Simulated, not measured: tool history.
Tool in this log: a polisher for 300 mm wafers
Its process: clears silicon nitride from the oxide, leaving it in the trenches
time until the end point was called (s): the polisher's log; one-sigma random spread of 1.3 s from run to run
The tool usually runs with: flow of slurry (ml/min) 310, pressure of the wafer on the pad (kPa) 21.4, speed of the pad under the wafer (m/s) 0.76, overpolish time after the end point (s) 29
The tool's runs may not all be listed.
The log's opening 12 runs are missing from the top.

run,day,flow of slurry (ml/min),pressure of the wafer on the pad (kPa),speed of the pad under the wafer (m/s),overpolish time after the end point (s),wafers since the last listed run,wafers polished on this pad,hours since the slurry nozzle was cleaned,hours since the head pressure was calibrated,"incoming thickness of the incoming film, nm",time until the end point was called (s)
# day 23.446: worn pad replaced by a new one
13,24.812,310,21.4,0.76,37,431,221,178.6,590.8,75.8,106.9
14,25.821,310,21.4,0.76,37,162,383,202.8,615.0,74.7,107.2
15,28.058,310,21.4,0.76,37,361,745,256.5,668.7,76.7,111.2
16,30.583,310,21.4,0.76,29,407,1153,317.1,729.3,75.4,111.4
17,33.008,270,21.4,0.76,29,391,1545,375.3,787.5,74.9,117.5
18,34.362,310,21.4,0.70,29,218,1764,407.8,820.0,74.4,122.9
# day 34.821: head pressure recalibrated
19,36.112,365,21.4,0.76,29,269,2033,449.8,31.0,75.1,99.4
# day 38.279: worn pad replaced by a new one
20,38.646,310,24.8,0.76,29,382,59,510.6,91.8,74.8,87.8
21,40.088,310,19.3,0.76,29,232,292,545.2,126.4,74.7,115.1
22,42.408,310,21.4,0.76,37,375,667,600.9,182.1,73.5,101.1
23,44.667,365,27.6,0.54,23,364,1032,655.1,236.3,76.0,116.4
# day 45.604: slurry nozzle cleaned
24,47.667,310,21.4,0.76,29,478,1510,49.5,308.3,76.1,105.4
# day 54.108: worn pad replaced by a new one
25,54.204,310,21.4,0.76,29,1029,15,206.4,465.2,75.0,105.3
26,56.112,310,21.4,0.64,24,308,323,252.2,511.0,73.8,122.1
27,57.404,230,25.5,0.68,29,208,532,283.2,542.0,74.4,104.1
28,59.525,310,18.6,0.76,15,342,875,334.1,592.9,75.5,126.7
29,60.638,375,17.2,0.76,29,179,1055,360.8,619.6,75.3,138.0
30,63.167,410,17.2,0.54,12,408,1463,421.5,680.3,75.1,189.8
31,64.638,310,21.4,0.76,20,237,1701,456.8,715.6,74.6,114.3
# day 66.021: worn pad replaced by a new one
32,66.921,310,21.4,0.76,34,342,145,511.6,770.4,76.1,115.8
33,69.383,310,21.4,0.96,14,397,543,570.7,829.5,76.0,94.6

Here are 3 independent what-if runs from the current tool condition. What would each one return?
A,69.404,310,21.4,0.76,29,3,546,571.2,830.0,75.2,?
B,69.404,310,21.4,0.62,29,3,546,571.2,830.0,75.2,?
C,69.404,245,14.5,0.76,29,3,546,571.2,830.0,75.2,?

run,time until the end point was called (s)
A,116.5
B,142.9
C,177.5
Stripped of hidden state, with their random variation kept, the same runs would have yielded:
run,time until the end point was called (s)
A,99.2
B,121.6
C,149.8
